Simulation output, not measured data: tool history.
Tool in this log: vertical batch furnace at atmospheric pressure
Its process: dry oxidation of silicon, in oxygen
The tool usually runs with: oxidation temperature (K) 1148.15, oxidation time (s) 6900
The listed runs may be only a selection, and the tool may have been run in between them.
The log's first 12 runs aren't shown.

| run | day | oxidation temperature (K) | oxidation time (s) | wafers since the last listed run | hours since the last temperature calibration | hours since the boat lift was adjusted | hours since the gauge calibration | read-back reference wafer on the same gauge, thickness | oxide thickness on the monitor wafer (angstrom) |
|---|---|---|---|---|---|---|---|---|---|
| 13 | 33.862 | 1148.15 | 6030 | 654 | 1540.8 | 178.1 | 1585.1 | 48.09 | 482.9 |
| 14 | 36.575 | 1148.15 | 6900 | 633 | 1605.9 | 243.2 | 1650.2 | 48.1 | 499.6 |
| 15 | 38.371 | 1164.15 | 6900 | 419 | 1649 | 286.3 | 1693.3 | 48.03 | 530 |
| 16 | 40.208 | 1164.15 | 6900 | 429 | 1693.1 | 330.4 | 1737.4 | 48.07 | 528.1 |
| 17 | 43.179 | 1164.15 | 6900 | 693 | 1764.4 | 401.7 | 1808.7 | 48.1 | 529.7 |
| 18 | 46.167 | 1161.15 | 9240 | 697 | 1836.1 | 473.4 | 1880.4 | 48.09 | 565 |
| 19 | 47.275 | 1148.15 | 6900 | 258 | 1862.7 | 500 | 1907 | 48.15 | 496.7 |
| 20 | 50.079 | 1148.15 | 6900 | 654 | 1930 | 567.3 | 1974.3 | 48.12 | 497.2 |
| 21 | 51.912 | 1148.15 | 9660 | 428 | 1974 | 611.3 | 2018.3 | 48.11 | 536.6 |
|  | 53.133 | gauge calibrated |
|  | 54.667 | thermocouples replaced and temperature profile calibrated |
| 22 | 54.688 | 1148.15 | 4920 | 414 | 0.5 | 677.9 | 37.3 | 48.09 | 465.3 |
| 23 | 57.046 | 1172.15 | 5430 | 550 | 57.1 | 734.5 | 93.9 | 48.13 | 513.7 |
| 24 | 59.758 | 1155.15 | 6900 | 633 | 122.2 | 799.6 | 159 | 48.11 | 509.6 |
| 25 | 61.388 | 1168.15 | 6900 | 380 | 161.3 | 838.7 | 198.1 | 48.07 | 538.1 |
| 26 | 63.746 | 1128.15 | 3930 | 550 | 217.9 | 895.3 | 254.7 | 48.07 | 433.5 |
| 27 | 66.638 | 1166.15 | 5190 | 675 | 287.3 | 964.7 | 324.1 | 48.13 | 497.1 |
| 28 | 68.858 | 1156.15 | 8070 | 518 | 340.6 | 1018 | 377.4 | 48.15 | 529.3 |
| 29 | 70.15 | 1132.15 | 5520 | 301 | 371.6 | 1049 | 408.4 | 48.07 | 452.8 |
| 30 | 71.525 | 1157.15 | 5280 | 321 | 404.6 | 1082 | 441.4 | 48.11 | 481.6 |
| 31 | 72.971 | 1168.15 | 5310 | 337 | 439.3 | 1116.7 | 476.1 | 48.14 | 502.1 |
| 32 | 74.296 | 1148.15 | 6900 | 309 | 471.1 | 1148.5 | 507.9 | 48.14 | 500.1 |
| 33 | 76 | 1128.15 | 4950 | 398 | 512 | 1189.4 | 548.8 | 48.13 | 443.4 |
| 34 | 78.021 | 1171.15 | 4890 | 472 | 560.5 | 1237.9 | 597.3 | 48.09 | 499.2 |
| 35 | 79.621 | 1154.15 | 4950 | 373 | 598.9 | 1276.3 | 635.7 | 48.1 | 475.3 |
| 36 | 80.812 | 1136.15 | 5250 | 278 | 627.5 | 1304.9 | 664.3 | 48.16 | 456.1 |
| 37 | 82.258 | 1166.15 | 10170 | 337 | 662.2 | 1339.6 | 699 | 48.05 | 595.7 |

Each row is a separate what-if for the run after 37, all from the same tool condition, not one after another. Results?
| A | 82.479 | 1148.15 | 6900 | 51 | 667.5 | 1344.9 | 704.3 | ? | ? |
| B | 82.479 | 1125.15 | 6900 | 51 | 667.5 | 1344.9 | 704.3 | ? | ? |
| C | 82.479 | 1164.15 | 10290 | 51 | 667.5 | 1344.9 | 704.3 | ? | ? |
| D | 82.479 | 1173.15 | 8400 | 51 | 667.5 | 1344.9 | 704.3 | ? | ? |

| run | read-back reference wafer on the same gauge, thickness | oxide thickness on the monitor wafer (angstrom) |
|---|---|---|
| A | 48.07 | 497 |
| B | 48.07 | 462.5 |
| C | 48.07 | 593.3 |
| D | 48.07 | 582.4 |
What these runs would have given with no unlogged condition in the tool:
| run | oxide thickness on the monitor wafer (angstrom) |
|---|---|
| A | 497 |
| B | 462.5 |
| C | 593.3 |
| D | 582.4 |
